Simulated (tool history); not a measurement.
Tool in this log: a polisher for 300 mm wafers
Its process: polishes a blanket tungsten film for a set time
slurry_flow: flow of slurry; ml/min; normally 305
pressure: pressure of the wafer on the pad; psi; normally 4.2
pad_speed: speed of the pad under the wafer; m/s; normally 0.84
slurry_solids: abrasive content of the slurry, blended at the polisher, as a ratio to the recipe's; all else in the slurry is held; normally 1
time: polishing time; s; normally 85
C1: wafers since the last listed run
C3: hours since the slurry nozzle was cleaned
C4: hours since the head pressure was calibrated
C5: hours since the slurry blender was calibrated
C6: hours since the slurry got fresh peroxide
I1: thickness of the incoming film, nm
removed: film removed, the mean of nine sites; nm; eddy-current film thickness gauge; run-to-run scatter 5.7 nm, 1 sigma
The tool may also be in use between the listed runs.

Run 1, hour 0: usual settings; C1 0; wafers polished on this pad 2003; C3 326.2; C4 176.9; C5 291.8; C6 722.6; I1 1183.5. Result: removed 318.5 nm.
At hour 44.7: slurry tank refilled with fresh slurry and peroxide.
Run 2, hour 107.2: usual settings; C1 1360; wafers polished on this pad 3363; C3 433.4; C4 284.1; C5 399; C6 62.5; I1 1185.8. Result: removed 387.1 nm.
Run 3, hour 203.2: usual settings but slurry_flow 280 ml/min; C1 1229; wafers polished on this pad 4593; C3 529.4; C4 380.1; C5 495; C6 158.5; I1 1178.9. Result: removed 371.2 nm.
Run 4, hour 263.5: usual settings but slurry_flow 280 ml/min; C1 772; wafers polished on this pad 5365; C3 589.7; C4 440.4; C5 555.3; C6 218.8; I1 1168.3. Result: removed 359.9 nm.
At hour 323.6: slurry nozzle cleaned.
Run 5, hour 341: usual settings but slurry_flow 280 ml/min; C1 979; wafers polished on this pad 6345; C3 17.4; C4 517.9; C5 632.8; C6 296.3; I1 1177.6. Result: removed 352.8 nm.
Run 6, hour 448.8: usual settings; C1 1380; wafers polished on this pad 7726; C3 125.2; C4 625.7; C5 740.6; C6 404.1; I1 1184.8. Result: removed 357.8 nm.
At hour 473.9: worn pad replaced by a new one.
At hour 478.4: slurry blender recalibrated.
At hour 533.7: head pressure recalibrated.
Run 7, hour 545.4: usual settings; C1 1134; wafers polished on this pad 864; C3 221.8; C4 11.7; C5 67; C6 500.7; I1 1187.5. Result: removed 336.3 nm.
At hour 729.5: slurry tank refilled with fresh slurry and peroxide.
Run 8, hour 861.3: usual settings; C1 4033; wafers polished on this pad 4898; C3 537.7; C4 327.6; C5 382.9; C6 131.8; I1 1162.9. Result: removed 367.5 nm.
Run 9, hour 899.9: usual settings but pressure 5.1 psi, slurry_solids 0.75; C1 494; wafers polished on this pad 5392; C3 576.3; C4 366.2; C5 421.5; C6 170.4; I1 1183.6. Result: removed 439.2 nm.
Run 10, hour 985.1: usual settings but pressure 5.2 psi, slurry_solids 0.85; C1 1091; wafers polished on this pad 6483; C3 661.5; C4 451.4; C5 506.7; C6 255.6; I1 1168.1. Result: removed 429.1 nm.
At hour 1068.8: slurry nozzle cleaned.
Run 11, hour 1071.9: usual settings; C1 1098; wafers polished on this pad 7582; C3 3.1; C4 538.2; C5 593.5; C6 342.4; I1 1170.8. Result: removed 359.7 nm.
At hour 1101.5: worn pad replaced by a new one.
Run 12, hour 1168.9: usual settings but slurry_solids 1.25; C1 1191; wafers polished on this pad 863; C3 100.1; C4 635.2; C5 690.5; C6 439.4; I1 1180.4. Result: removed 368.8 nm.
At hour 1186.9: head pressure recalibrated.
At hour 1207.2: slurry blender recalibrated.
Run 13, hour 1241.2: usual settings but pad_speed 0.9 m/s; C1 874; wafers polished on this pad 1737; C3 172.4; C4 54.3; C5 34; C6 511.7; I1 1161.8. Result: removed 353.9 nm.
Run 14, hour 1315.6: usual settings but slurry_flow 375 ml/min, pressure 3.1 psi, pad_speed 0.6 m/s; C1 952; wafers polished on this pad 2690; C3 246.8; C4 128.7; C5 108.4; C6 586.1; I1 1188.8. Result: removed 175.7 nm.
Run 15, hour 1387.2: usual settings but pad_speed 1.06 m/s; C1 917; wafers polished on this pad 3607; C3 318.4; C4 200.3; C5 180; C6 657.7; I1 1181.9. Result: removed 408.8 nm.
Run 16, hour 1424.1: usual settings; C1 472; wafers polished on this pad 4080; C3 355.3; C4 237.2; C5 216.9; C6 694.6; I1 1199.2. Result: removed 303.6 nm.
At hour 1501.6: slurry tank refilled with fresh slurry and peroxide.
Run 17, hour 1512.6: usual settings but slurry_flow 210 ml/min, pad_speed 0.66 m/s, slurry_solids 1.2, time 114 s; C1 1120; wafers polished on this pad 5201; C3 443.8; C4 325.7; C5 305.4; C6 11; I1 1188.2. Result: removed 414.3 nm.
Run 18, hour 1571.8: usual settings but pressure 5.1 psi, pad_speed 1.1 m/s; C1 758; wafers polished on this pad 5959; C3 503; C4 384.9; C5 364.6; C6 70.2; I1 1184.5. Result: removed 609.3 nm.
At hour 1783.7: slurry nozzle cleaned.
At hour 1805.1: worn pad replaced by a new one.
Run 19, hour 1892.3: usual settings but time 68 s; C1 4040; wafers polished on this pad 1117; C3 108.6; C4 705.4; C5 685.1; C6 390.7; I1 1183.3. Result: removed 286 nm.
At hour 1920.7: slurry blender recalibrated.
At hour 1922.1: head pressure recalibrated.
Run 20, hour 1947.2: usual settings; C1 660; wafers polished on this pad 1777; C3 163.5; C4 25.1; C5 26.5; C6 445.6; I1 1167.3. Result: removed 355.2 nm.
Run 21, hour 2048.8: usual settings but pad_speed 1.02 m/s, slurry_solids 0.75; C1 1301; wafers polished on this pad 3079; C3 265.1; C4 126.7; C5 128.1; C6 547.2; I1 1192. Result: removed 391.9 nm.
Run 22, hour 2116: usual settings; C1 860; wafers polished on this pad 3939; C3 332.3; C4 193.9; C5 195.3; C6 614.4; I1 1179.7. Result: removed 339.7 nm.
Run 23, hour 2201.7: usual settings but time 59 s; C1 1097; wafers polished on this pad 5037; C3 418; C4 279.6; C5 281; C6 700.1; I1 1185.4. Result: removed 225.5 nm.
At hour 2234.1: slurry tank refilled with fresh slurry and peroxide.
Run 24, hour 2385: usual settings but slurry_solids 1.25, time 71 s; C1 2334; wafers polished on this pad 7372; C3 601.3; C4 462.9; C5 464.3; C6 150.9; I1 1184.1. Result: removed 328.4 nm.
At hour 2420.7: worn pad replaced by a new one.
Run 25, hour 2423.9: usual settings; C1 447; wafers polished on this pad 41; C3 640.2; C4 501.8; C5 503.2; C6 189.8; I1 1157.1. Result: removed 365.4 nm.
Run 26, hour 2474.5: usual settings but pressure 5.7 psi, pad_speed 1.06 m/s, time 93 s; C1 648; wafers polished on this pad 689; C3 690.8; C4 552.4; C5 553.8; C6 240.4; I1 1195.2. Result: removed 707.9 nm.
At hour 2544.8: head pressure recalibrated.
At hour 2552.3: slurry nozzle cleaned.
At hour 2554.7: slurry blender recalibrated.
Run 27, hour 2564.6: usual settings; C1 1089; wafers polished on this pad 1779; C3 12.3; C4 19.8; C5 9.9; C6 330.5; I1 1198.4. Result: removed 360.8 nm.

For each run, what was the tool's unlogged condition?
removal rate lost through wear of the pad, %: 0 at every run
slurry flow missing at the pad, %: 0 at every run
deviation of the head's pressure from its setpoint, %: 0 at every run
abrasive missing from the slurry, %: 0 at every run
H1: peroxide lost from the slurry, %
run     H1
  1     40
  2   6.94
  3     12
  4   15.1
  5   19.2
  6   24.8
  7   29.9
  8   13.4
  9   15.4
 10   19.9
 11   24.5
 12   29.5
 13   33.3
 14   37.2
 15     41
 16   42.9
 17  0.795
 18   3.89
 19   20.7
 20   23.5
 21   28.9
 22   32.4
 23   36.9
 24   9.44
 25   11.5
 26   14.1
 27   18.8
